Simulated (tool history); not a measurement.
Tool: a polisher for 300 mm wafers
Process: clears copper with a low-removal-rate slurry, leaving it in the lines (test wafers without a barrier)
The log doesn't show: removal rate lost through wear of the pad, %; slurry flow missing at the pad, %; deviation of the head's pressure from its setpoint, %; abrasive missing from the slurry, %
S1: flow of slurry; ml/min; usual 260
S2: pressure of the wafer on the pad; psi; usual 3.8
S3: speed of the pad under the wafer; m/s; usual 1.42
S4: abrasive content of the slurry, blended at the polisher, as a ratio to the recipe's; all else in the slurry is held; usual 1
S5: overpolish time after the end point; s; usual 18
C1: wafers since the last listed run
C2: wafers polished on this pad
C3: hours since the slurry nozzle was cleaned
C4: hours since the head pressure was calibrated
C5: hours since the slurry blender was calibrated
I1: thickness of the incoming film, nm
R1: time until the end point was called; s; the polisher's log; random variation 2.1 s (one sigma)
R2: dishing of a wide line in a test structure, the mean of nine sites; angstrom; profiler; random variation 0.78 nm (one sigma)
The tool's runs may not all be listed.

run 1 day=0 | S1=260 S2=3.8 S3=1.42 S4=1 S5=18 | C1=0 C2=302 C3=175.8 C4=1078.6 C5=17.9 | I1=699.2 | R1=123.2 R2=566
run 2 day=0.7 | S1=260 S2=3.8 S3=1.42 S4=1 S5=18 | C1=132 C2=434 C3=192.6 C4=1095.4 C5=34.7 | I1=701.1 | R1=129.9 R2=539
run 3 day=2.146 | S1=260 S2=3.8 S3=1.42 S4=1.1 S5=18 | C1=274 C2=709 C3=227.3 C4=1130.1 C5=69.4 | I1=696.5 | R1=137.5 R2=536
-- day=2.583 slurry nozzle cleaned
-- day=2.796 worn pad replaced by a new one
run 4 day=2.817 | S1=260 S2=3.8 S3=1.42 S4=1.1 S5=18 | C1=87 C2=4 C3=5.6 C4=1146.2 C5=85.5 | I1=705.1 | R1=128.9 R2=544
run 5 day=3.338 | S1=260 S2=3.8 S3=1.42 S4=1 S5=18 | C1=98 C2=103 C3=18.1 C4=1158.7 C5=98 | I1=702.3 | R1=131.1 R2=545
run 6 day=3.729 | S1=260 S2=3.8 S3=1.42 S4=1 S5=18 | C1=74 C2=177 C3=27.5 C4=1168.1 C5=107.4 | I1=709.6 | R1=134.7 R2=547
run 7 day=4.096 | S1=260 S2=3.8 S3=1.42 S4=1 S5=18 | C1=69 C2=246 C3=36.3 C4=1176.9 C5=116.2 | I1=700.1 | R1=135.7 R2=536
run 8 day=4.454 | S1=260 S2=3.8 S3=1.42 S4=1 S5=18 | C1=67 C2=314 C3=44.9 C4=1185.5 C5=124.8 | I1=703 | R1=140.1 R2=529
-- day=5.942 slurry blender recalibrated
run 9 day=6.154 | S1=260 S2=3.8 S3=1.42 S4=1 S5=18 | C1=306 C2=621 C3=85.7 C4=1226.3 C5=5.1 | I1=708.7 | R1=131 R2=549
run 10 day=6.767 | S1=260 S2=3.8 S3=1.42 S4=1 S5=18 | C1=116 C2=737 C3=100.4 C4=1241 C5=19.8 | I1=694.8 | R1=139.9 R2=538
run 11 day=7.454 | S1=260 S2=3.3 S3=1.22 S4=1 S5=18 | C1=130 C2=868 C3=116.9 C4=1257.5 C5=36.3 | I1=712 | R1=197.8 R2=398
-- day=7.779 worn pad replaced by a new one
run 12 day=7.879 | S1=260 S2=3.3 S3=1.22 S4=1 S5=18 | C1=49 C2=19 C3=127.1 C4=1267.7 C5=46.5 | I1=686.4 | R1=169.1 R2=436
-- day=8.525 head pressure recalibrated
run 13 day=8.546 | S1=260 S2=3.8 S3=1.42 S4=1 S5=18 | C1=110 C2=129 C3=143.1 C4=0.5 C5=62.5 | I1=700.6 | R1=127.3 R2=533
run 14 day=9.088 | S1=205 S2=3.8 S3=1.42 S4=0.85 S5=26 | C1=102 C2=232 C3=156.1 C4=13.5 C5=75.5 | I1=696.6 | R1=138.4 R2=677
run 15 day=9.821 | S1=340 S2=3.8 S3=1.42 S4=1.15 S5=21 | C1=139 C2=371 C3=173.7 C4=31.1 C5=93.1 | I1=697.3 | R1=133.3 R2=603
run 16 day=10.342 | S1=285 S2=3.8 S3=1.04 S4=1 S5=15 | C1=98 C2=470 C3=186.2 C4=43.6 C5=105.6 | I1=700.6 | R1=186.1 R2=346
run 17 day=11.042 | S1=260 S2=3.8 S3=1.7 S4=1 S5=18 | C1=132 C2=603 C3=203 C4=60.4 C5=122.4 | I1=712.6 | R1=119.3 R2=592
-- day=11.521 slurry nozzle cleaned
run 18 day=11.554 | S1=260 S2=3.8 S3=1.42 S4=1 S5=18 | C1=89 C2=692 C3=0.8 C4=72.7 C5=134.7 | I1=702.4 | R1=142 R2=498
run 19 day=12.1 | S1=260 S2=3.2 S3=1.86 S4=0.85 S5=11 | C1=103 C2=796 C3=13.9 C4=85.8 C5=147.8 | I1=703.1 | R1=145.4 R2=338
run 20 day=12.442 | S1=260 S2=3.8 S3=1.42 S4=1 S5=24 | C1=64 C2=861 C3=22.1 C4=94 C5=156 | I1=704.9 | R1=158.4 R2=601
-- day=13.05 worn pad replaced by a new one
run 21 day=13.071 | S1=200 S2=3.1 S3=1.54 S4=1 S5=18 | C1=87 C2=4 C3=37.2 C4=109.1 C5=171.1 | I1=703.9 | R1=159.9 R2=472
run 22 day=13.712 | S1=260 S2=2.7 S3=1.42 S4=1 S5=22 | C1=121 C2=125 C3=52.6 C4=124.5 C5=186.5 | I1=702.6 | R1=197.3 R2=459
run 23 day=14.258 | S1=260 S2=3.8 S3=1.42 S4=1 S5=18 | C1=103 C2=229 C3=65.7 C4=137.6 C5=199.6 | I1=702.9 | R1=138.5 R2=519
-- day=14.388 slurry blender recalibrated
run 24 day=14.962 | S1=260 S2=3.8 S3=1.9 S4=0.9 S5=18 | C1=117 C2=347 C3=82.6 C4=154.5 C5=13.8 | I1=704.1 | R1=99.7 R2=668
run 25 day=15.308 | S1=260 S2=3.8 S3=1.42 S4=1.15 S5=18 | C1=65 C2=412 C3=90.9 C4=162.8 C5=22.1 | I1=703.2 | R1=130.3 R2=566

4 ways to go on from here, each from the tool as it stands after run 25. What would each give?
run A day=15.329 | S1=260 S2=3.8 S3=1.42 S4=1 S5=18 | C1=3 C2=416 C3=91.4 C4=163.3 C5=22.6 | I1=705.1 | R1=? R2=?
run B day=15.329 | S1=325 S2=3.8 S3=1.42 S4=1 S5=18 | C1=3 C2=416 C3=91.4 C4=163.3 C5=22.6 | I1=705.1 | R1=? R2=?
run C day=15.329 | S1=345 S2=3.8 S3=1.42 S4=1 S5=18 | C1=3 C2=416 C3=91.4 C4=163.3 C5=22.6 | I1=705.1 | R1=? R2=?
run D day=15.329 | S1=190 S2=3.8 S3=1.42 S4=1 S5=13 | C1=3 C2=416 C3=91.4 C4=163.3 C5=22.6 | I1=705.1 | R1=? R2=?

run=A R1=130.7 R2=549
run=B R1=128.1 R2=558
run=C R1=127.5 R2=560
run=D R1=135.4 R2=412
Without the tool's hidden state the same runs would have given:
run=A R1=120.9 R2=583
run=B R1=118.5 R2=591
run=C R1=118 R2=593
run=D R1=125.3 R2=439

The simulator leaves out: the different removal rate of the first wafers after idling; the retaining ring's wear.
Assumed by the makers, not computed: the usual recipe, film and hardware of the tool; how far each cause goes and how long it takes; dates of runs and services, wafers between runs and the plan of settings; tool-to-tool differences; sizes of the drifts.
